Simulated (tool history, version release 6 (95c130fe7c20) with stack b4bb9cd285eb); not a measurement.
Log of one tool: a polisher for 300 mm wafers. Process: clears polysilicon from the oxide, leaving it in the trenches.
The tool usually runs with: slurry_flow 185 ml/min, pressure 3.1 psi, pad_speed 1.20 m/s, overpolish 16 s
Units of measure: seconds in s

run    hour  slurry_flow  pressure  pad_speed  overpolish  incoming thickness of the incoming film, nm  seconds
  1     0.0          185       3.1       1.10          16                                        698.0     41.1
  2    71.1          185       3.1       1.20          16                                        694.9     37.9
  3   117.7          185       3.1       1.20          16                                        699.5     38.4
  4   183.4          185       3.1       1.20          16                                        691.1     38.2
  5   210.1          150       3.1       1.04          16                                        704.0     46.3
  6   263.3          185       2.4       1.20          16                                        700.4     49.7
      272.0  -- worn pad replaced by a new one, of another model than before
      301.2  -- slurry nozzle cleaned
  7   331.4          185       2.4       1.20          16                                        702.1     45.9
  8   383.8          185       2.4       1.20          16                                        691.9     45.3
  9   416.3          185       3.1       1.46          16                                        706.1     34.2
 10   479.7          165       3.1       1.20          16                                        696.1     39.9
 11   547.6          185       3.1       1.20          16                                        709.5     39.9
 12   599.2          185       3.1       1.20          16                                        702.2     40.6
 13   669.7          185       3.1       1.20          16                                        701.4     40.1
      706.5  -- worn pad replaced by a new one
 14   873.7          185       3.1       1.20          16                                        705.9     41.3
 15   898.9          185       3.1       1.20          16                                        711.2     41.1
      911.7  -- slurry nozzle cleaned
 16   951.8          185       2.3       1.20          16                                        694.8     48.6
 17  1082.6          160       3.1       1.10          23                                        693.3     43.1
     1096.3  -- head pressure recalibrated
 18  1131.1          130       2.8       1.20           8                                        690.4     41.7
     1150.2  -- worn pad replaced by a new one
 19  1156.6          185       3.1       0.86          16                                        698.0     45.4
 20  1218.5          240       3.6       0.96          25                                        693.8     37.2
 21  1259.5          225       3.7       1.58          12                                        703.8     27.4
 22  1294.3          185       2.6       1.20          16                                        694.9     42.1
 23  1323.5          230       3.9       1.36          13                                        696.0     29.3
 24  1378.3          150       3.1       1.20          16                                        705.9     39.5
 25  1413.1          185       4.0       1.56          22                                        709.3     27.1
     1444.3  -- slurry nozzle cleaned
 26  1444.8          135       2.6       1.34           8                                        706.6     41.6
 27  1469.5          185       4.0       1.56          22                                        695.8     26.6
 28  1496.6          185       3.1       1.20          16                                        700.5     39.1
 29  1532.4          145       2.5       1.20          11                                        698.3     45.0
     1538.4  -- worn pad replaced by a new one
 30  1573.8          205       3.1       1.20          13                                        694.0     38.1
 31  1618.3          185       3.1       1.46          16                                        702.6     33.9
 32  1681.0          185       3.1       1.20          16                                        702.8     39.2
 33  1720.8          200       3.5       1.44          10                                        697.3     31.7
 34  1790.2          185       3.4       1.20          16                                        703.9     36.3
 35  1828.1          185       3.1       1.34          16                                        699.0     35.7

Difference, measured minus no-hidden-state, one row per run. Run-to-run variation is common to both terms; the gauge's own scatter need not be:
Unlogged tool condition in this case: removal rate lost through wear of the pad, %; slurry flow missing at the pad, %; deviation of the head's pressure from its setpoint, %.
run  seconds
  1     +0.6
  2     +0.8
  3     +0.9
  4     +1.1
  5     +1.5
  6     +1.8
  7     +1.4
  8     +1.5
  9     +1.2
 10     +1.5
 11     +1.7
 12     +1.8
 13     +2.1
 14     +2.6
 15     +2.6
 16     +3.3
 17     +3.2
 18     -0.3
 19     -0.2
 20     -0.1
 21     +0.0
 22     +0.2
 23     +0.1
 24     +0.3
 25     +0.3
 26     +0.5
 27     +0.4
 28     +0.6
 29     +0.8
 30     +0.8
 31     +0.8
 32     +1.0
 33     +0.9
 34     +1.2
 35     +1.3

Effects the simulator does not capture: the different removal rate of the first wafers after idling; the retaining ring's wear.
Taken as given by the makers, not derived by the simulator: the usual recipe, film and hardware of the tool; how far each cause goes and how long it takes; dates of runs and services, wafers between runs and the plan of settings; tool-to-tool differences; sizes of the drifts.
